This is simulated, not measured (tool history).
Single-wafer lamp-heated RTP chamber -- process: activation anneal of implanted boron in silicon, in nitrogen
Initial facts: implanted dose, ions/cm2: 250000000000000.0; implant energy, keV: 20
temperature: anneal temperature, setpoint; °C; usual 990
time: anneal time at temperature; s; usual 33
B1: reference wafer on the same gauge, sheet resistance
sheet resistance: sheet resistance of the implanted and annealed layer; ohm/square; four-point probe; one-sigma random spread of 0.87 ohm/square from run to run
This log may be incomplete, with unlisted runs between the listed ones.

Run 1, hour 0: usual settings; B1 330.85. Result: sheet resistance 368.07 ohm/square.
At hour 10.6: gauge calibrated.
Run 2, hour 59.4: usual settings; B1 331.12. Result: sheet resistance 367.55 ohm/square.
Run 3, hour 144.9: usual settings but time 42 s; B1 330.8. Result: sheet resistance 365.79 ohm/square.
At hour 191.8: pyrometer window cleaned and pyrometer calibrated.
Run 4, hour 193.2: usual settings but time 42 s; B1 331.1. Result: sheet resistance 365.57 ohm/square.
Run 5, hour 283.6: usual settings; B1 330.94. Result: sheet resistance 366.45 ohm/square.
Run 6, hour 363.5: usual settings; B1 330.94. Result: sheet resistance 368.3 ohm/square.
Run 7, hour 434.2: usual settings; B1 331.37. Result: sheet resistance 367.92 ohm/square.
At hour 479.7: reflector plate cleaned.
Run 8, hour 536.3: usual settings; B1 331.15. Result: sheet resistance 368.85 ohm/square.
Run 9, hour 599.6: usual settings but time 43 s; B1 331.28. Result: sheet resistance 366.15 ohm/square.
Run 10, hour 681.8: usual settings; B1 331.1. Result: sheet resistance 368.17 ohm/square.
At hour 771.9: pyrometer window cleaned and pyrometer calibrated.
Run 11, hour 777.2: usual settings; B1 330.9. Result: sheet resistance 367.24 ohm/square.
Run 12, hour 870.4: usual settings but time 44 s; B1 331.07. Result: sheet resistance 364.5 ohm/square.
Run 13, hour 937.6: usual settings but temperature 973 °C; B1 330.95. Result: sheet resistance 376.57 ohm/square.
Run 14, hour 1043.6: usual settings but temperature 973 °C; B1 331.12. Result: sheet resistance 376.68 ohm/square.
Run 15, hour 1092.2: usual settings but temperature 973 °C; B1 331.13. Result: sheet resistance 374.02 ohm/square.
Run 16, hour 1165.9: usual settings; B1 330.86. Result: sheet resistance 367.58 ohm/square.
Run 17, hour 1249.6: usual settings; B1 330.96. Result: sheet resistance 365.47 ohm/square.
At hour 1372.1: pyrometer window cleaned and pyrometer calibrated.
Run 18, hour 1384.8: usual settings; B1 330.88. Result: sheet resistance 366.52 ohm/square.
At hour 1410.3: gauge calibrated.
Run 19, hour 1500.4: usual settings; B1 330.95. Result: sheet resistance 366.98 ohm/square.
Run 20, hour 1567.4: usual settings but time 20 s; B1 331.26. Result: sheet resistance 370.13 ohm/square.
At hour 1583.6: reflector plate cleaned.
Run 21, hour 1681.4: usual settings but temperature 964 °C; B1 331.14. Result: sheet resistance 392.46 ohm/square.
Run 22, hour 1785: usual settings but temperature 999 °C, time 25 s; B1 331.02. Result: sheet resistance 364.32 ohm/square.
At hour 1866.1: pyrometer window cleaned and pyrometer calibrated.
Run 23, hour 1866.6: usual settings; B1 331.19. Result: sheet resistance 367.05 ohm/square.
Run 24, hour 1960.5: usual settings but temperature 1012 °C, time 44 s; B1 331.01. Result: sheet resistance 362.55 ohm/square.
Run 25, hour 2067.6: usual settings but temperature 975 °C, time 15 s; B1 330.82. Result: sheet resistance 380.12 ohm/square.
Run 26, hour 2124.4: usual settings; B1 331.18. Result: sheet resistance 366.79 ohm/square.
Run 27, hour 2220.9: usual settings but temperature 963 °C, time 47 s; B1 331. Result: sheet resistance 381.71 ohm/square.
Run 28, hour 2327.6: usual settings but temperature 1004 °C, time 38 s; B1 330.79. Result: sheet resistance 362.81 ohm/square.
Run 29, hour 2368: usual settings; B1 331.12. Result: sheet resistance 365.95 ohm/square.
Run 30, hour 2417.2: usual settings but temperature 980 °C; B1 331.03. Result: sheet resistance 371.82 ohm/square.
At hour 2463: pyrometer window cleaned and pyrometer calibrated.
Run 31, hour 2463.5: usual settings but temperature 1009 °C; B1 330.85. Result: sheet resistance 362.86 ohm/square.
Run 32, hour 2526.4: usual settings; B1 331.11. Result: sheet resistance 367.22 ohm/square.
Run 33, hour 2572.6: usual settings but temperature 974 °C, time 26 s; B1 330.83. Result: sheet resistance 376.83 ohm/square.
Run 34, hour 2621.3: usual settings but temperature 976 °C, time 51 s; B1 330.89. Result: sheet resistance 371.67 ohm/square.

4 ways to go on from here, each from the tool as it stands after run 34. What would each give?
Run A, hour 2621.7: usual settings but time 17 s; B1 ?. Result: sheet resistance ?.
Run B, hour 2621.7: usual settings but temperature 998 °C, time 46 s; B1 ?. Result: sheet resistance ?.
Run C, hour 2621.7: usual settings but temperature 963 °C; B1 ?. Result: sheet resistance ?.
Run D, hour 2621.7: usual settings but time 15 s; B1 ?. Result: sheet resistance ?.

run      B1  sheet resistance
  A  330.94             370.5
  B  330.94            364.94
  C  330.94            385.81
  D  330.94            371.01
Without the tool's unlogged condition, the same runs would have read:
run  sheet resistance
  A            375.14
  B            366.97
  C            398.85
  D            375.89

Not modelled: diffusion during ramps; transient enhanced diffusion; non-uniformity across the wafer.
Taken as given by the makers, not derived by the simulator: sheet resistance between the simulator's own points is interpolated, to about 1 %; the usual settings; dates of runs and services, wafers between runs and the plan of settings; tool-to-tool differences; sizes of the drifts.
